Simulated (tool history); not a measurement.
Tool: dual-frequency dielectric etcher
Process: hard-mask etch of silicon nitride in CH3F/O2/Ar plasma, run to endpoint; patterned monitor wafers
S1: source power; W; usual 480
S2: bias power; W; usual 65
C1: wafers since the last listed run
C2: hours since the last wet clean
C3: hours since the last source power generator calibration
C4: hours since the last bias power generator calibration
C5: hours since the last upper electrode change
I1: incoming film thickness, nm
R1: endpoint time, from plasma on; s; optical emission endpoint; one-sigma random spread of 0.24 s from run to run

run,hour,S1,S2,C1,C2,C3,C4,C5,I1,R1
1,0,480,54,0,158.9,2465,1488.6,3141.3,45.91,69.9
2,65.5,480,54,708,224.4,2530.5,1554.1,3206.8,45.81,69.1
3,123.7,550,61,629,282.6,2588.7,1612.3,3265,45.89,61.7
4,167.5,480,56,473,326.4,2632.5,1656.1,3308.8,45.47,67.3
5,206.7,530,65,423,365.6,2671.7,1695.3,3348,45.82,61
# hour 256: wet clean of the chamber
6,266.6,530,65,388,10.6,2731.6,1755.2,3407.9,45.3,62.8
7,320.8,530,65,586,64.8,2785.8,1809.4,3462.1,45.53,62.6
# hour 370.3: source power generator calibrated
8,384.7,480,65,647,128.7,14.4,1873.3,3526,45.77,66.7
9,433.8,480,65,530,177.8,63.5,1922.4,3575.1,45.34,65.5
10,470.7,570,65,398,214.7,100.4,1959.3,3612,45.64,60
11,506,570,65,381,250,135.7,1994.6,3647.3,45.31,59.1
12,609.9,480,55,1123,353.9,239.6,2098.5,3751.2,45.97,68.2
# hour 652.5: wet clean of the chamber
13,653.8,480,55,215,1.3,283.5,2142.4,3795.1,45.95,71.7
14,706.3,520,73,567,53.8,336,2194.9,3847.6,45.7,61.6
15,736,360,59,321,83.5,365.7,2224.6,3877.3,46.1,82.8
16,805.6,480,70,752,153.1,435.3,2294.2,3946.9,45.66,65
17,833.9,530,65,305,181.4,463.6,2322.5,3975.2,46.28,63.3
18,869.7,400,79,387,217.2,499.4,2358.3,4011,45.64,68.7
# hour 919: upper electrode replaced
19,919.5,370,51,278,267,549.2,2408.1,0.5,45.66,83.4
20,956.7,600,65,402,304.2,586.4,2445.3,37.7,45.66,58.1
21,1009,520,54,565,356.5,638.7,2497.6,90,45.65,65.9
# hour 1085.5: wet clean of the chamber
22,1086,530,57,573,0.5,715.7,2574.6,167,46.02,67
23,1103.5,530,54,189,18,733.2,2592.1,184.5,45.31,66.5
# hour 1156.3: bias power generator calibrated
24,1166,440,54,632,80.5,795.7,9.7,247,45.41,72.4
25,1201.2,440,75,380,115.7,830.9,44.9,282.2,45.97,65.8
26,1263.6,480,65,674,178.1,893.3,107.3,344.6,45.64,64.5
27,1303.8,480,65,434,218.3,933.5,147.5,384.8,45.76,64.3
28,1363.2,530,59,642,277.7,992.9,206.9,444.2,46.04,62.7
29,1424,410,77,657,338.5,1053.7,267.7,505,45.61,65.6
# hour 1490.9: wet clean of the chamber
30,1491.4,410,78,469,0.5,1121.1,335.1,572.4,45.38,67.3
31,1532.5,570,71,444,41.6,1162.2,376.2,613.5,45.86,58.5
32,1573.7,480,65,445,82.8,1203.4,417.4,654.7,45.7,65.7
33,1600.1,420,71,285,109.2,1229.8,443.8,681.1,45.35,68.1
34,1628.6,370,59,308,137.7,1258.3,472.3,709.6,45.97,78.9
35,1676.1,390,81,513,185.2,1305.8,519.8,757.1,45.78,68

Below are 4 alternative next runs, each starting from the tool's condition after run 35. Predict each:
A,1676.5,480,65,4,185.6,1306.2,520.2,757.5,45.67,?
B,1676.5,420,56,4,185.6,1306.2,520.2,757.5,45.67,?
C,1676.5,570,80,4,185.6,1306.2,520.2,757.5,45.67,?
D,1676.5,360,57,4,185.6,1306.2,520.2,757.5,45.67,?

run,R1
A,64.9
B,73.7
C,55.1
D,80.9
What these runs would have given with no unlogged condition in the tool:
run,R1
A,66.4
B,75.5
C,56.4
D,82.8
